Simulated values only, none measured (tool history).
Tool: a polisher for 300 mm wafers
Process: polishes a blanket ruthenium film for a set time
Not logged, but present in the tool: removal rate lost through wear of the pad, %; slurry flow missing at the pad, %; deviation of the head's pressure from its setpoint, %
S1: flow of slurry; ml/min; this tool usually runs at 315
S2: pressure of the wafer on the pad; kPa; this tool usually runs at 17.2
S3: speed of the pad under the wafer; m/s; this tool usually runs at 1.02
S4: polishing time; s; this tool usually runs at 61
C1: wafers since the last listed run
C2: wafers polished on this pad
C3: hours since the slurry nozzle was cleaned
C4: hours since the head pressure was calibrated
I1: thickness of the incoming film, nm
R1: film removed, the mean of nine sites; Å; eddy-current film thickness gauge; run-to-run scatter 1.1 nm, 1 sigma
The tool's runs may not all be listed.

run     day   S1    S2    S3  S4    C1    C2     C3      C4     I1    R1
  1   0.000  315  17.2  1.02  61     0   147  484.5   380.2  251.9   938
  2   0.579  315  17.2  1.02  67   186   333  498.4   394.1  250.0  1025
  3   1.788  315  17.2  1.02  67   388   722  527.4   423.1  248.8   991
  4   2.933  315  17.2  1.02  67   368  1091  554.9   450.6  249.3   971
  5   4.046  315  17.2  0.88  61   358  1449  581.6   477.3  250.1   742
  6   4.938  315  17.2  0.88  61   287  1736  603.0   498.7  249.8   758
  7   6.296  315  17.2  0.88  61   437  2173  635.6   531.3  249.3   758
      6.462  -- slurry nozzle cleaned
  8   6.850  315  17.2  1.02  61   164  2338    9.3   544.6  249.6   852
      9.025  -- worn pad replaced by a new one
  9  10.471  315  17.2  1.02  61  1111   465   96.2   631.5  253.6   923
 10  11.892  315  17.2  1.02  61   457   922  130.3   665.6  249.8   897
 11  12.696  315  17.2  1.02  61   258  1181  149.6   684.9  249.0   892
 12  13.738  315  17.2  1.02  61   335  1516  174.6   709.9  253.3   888
 13  14.992  315  17.2  1.02  61   403  1920  204.7   740.0  246.9   859
 14  16.104  315  17.2  1.02  61   358  2278  231.4   766.7  247.4   857
 15  17.483  315  17.2  1.02  61   443  2722  264.5   799.8  254.0   878
 16  18.312  315  17.2  1.02  61   266  2989  284.4   819.7  248.1   866
 17  19.404  315  13.8  1.02  61   351  3340  310.6   845.9  250.8   693
 18  20.592  315  17.2  1.02  61   382  3722  339.1   874.4  251.4   862
     21.621  -- worn pad replaced by a new one
 19  21.925  315  17.2  1.02  61   375    97  371.1   906.4  252.6   942
 20  22.808  370  20.0  1.34  70   284   382  392.3   927.6  247.4  1613
 21  26.017  315  22.1  0.70  54  1032  1414  469.3  1004.6  249.2   666
     26.454  -- head pressure recalibrated
 22  27.096  315  17.2  1.02  61   320  1735  495.2    15.4  250.3   863
     27.483  -- slurry nozzle cleaned
 23  28.429  405  17.2  0.70  61   415  2151   22.7    47.4  250.8   588
 24  28.946  315  17.2  1.02  42   166  2317   35.1    59.8  248.3   577

Estimate the outcome of run 25 from the log above:
 25  30.021  225  17.2  1.02  61  346  2663  60.9  85.6  253.2   ?

R1: 838 Å
Were there no unlogged condition in the tool, this run, its random variation unchanged, would have produced R1 943 Å.
